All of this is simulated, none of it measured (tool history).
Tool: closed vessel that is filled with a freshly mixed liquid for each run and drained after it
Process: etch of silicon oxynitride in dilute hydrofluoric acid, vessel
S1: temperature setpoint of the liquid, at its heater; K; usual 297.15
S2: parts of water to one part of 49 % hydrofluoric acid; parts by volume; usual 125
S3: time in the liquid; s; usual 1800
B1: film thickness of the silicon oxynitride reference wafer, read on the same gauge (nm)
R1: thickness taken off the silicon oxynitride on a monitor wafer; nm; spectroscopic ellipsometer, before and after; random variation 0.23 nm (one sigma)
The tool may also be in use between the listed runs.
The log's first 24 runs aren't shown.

run 25 hour=317.9 | S1=297.15 S2=125 S3=1190 | B1=60 | R1=32.95
run 26 hour=324.6 | S1=297.15 S2=145 S3=1050 | B1=59.99 | R1=24.55
run 27 hour=332.6 | S1=300.15 S2=150 S3=1800 | B1=59.99 | R1=46.5
run 28 hour=348.5 | S1=297.15 S2=125 S3=1800 | B1=59.97 | R1=49.96
-- hour=355.5 gauge calibrated
run 29 hour=356.6 | S1=297.15 S2=125 S3=1800 | B1=59.99 | R1=50.08
run 30 hour=364.5 | S1=295.65 S2=110 S3=2525 | B1=60.01 | R1=75.11
run 31 hour=374 | S1=292.15 S2=125 S3=1800 | B1=60.03 | R1=39.48
run 32 hour=387.6 | S1=300.15 S2=175 S3=2865 | B1=60.02 | R1=62.69

Forecast each of these 5 alternatives for the next run:
run A hour=388.7 | S1=297.15 S2=125 S3=1800 | B1=? | R1=?
run B hour=388.7 | S1=297.15 S2=70 S3=2260 | B1=? | R1=?
run C hour=388.7 | S1=301.65 S2=125 S3=1480 | B1=? | R1=?
run D hour=388.7 | S1=294.15 S2=70 S3=1800 | B1=? | R1=?
run E hour=388.7 | S1=297.15 S2=180 S3=1800 | B1=? | R1=?

run=A B1=60.01 R1=50.06
run=B B1=60.01 R1=117.51
run=C B1=60.01 R1=50.49
run=D B1=60.01 R1=80.92
run=E B1=60.01 R1=33.29
Without the tool's hidden state the same runs would have given:
run=A R1=46.88
run=B R1=110.04
run=C R1=47.32
run=D R1=75.72
run=E R1=31.17
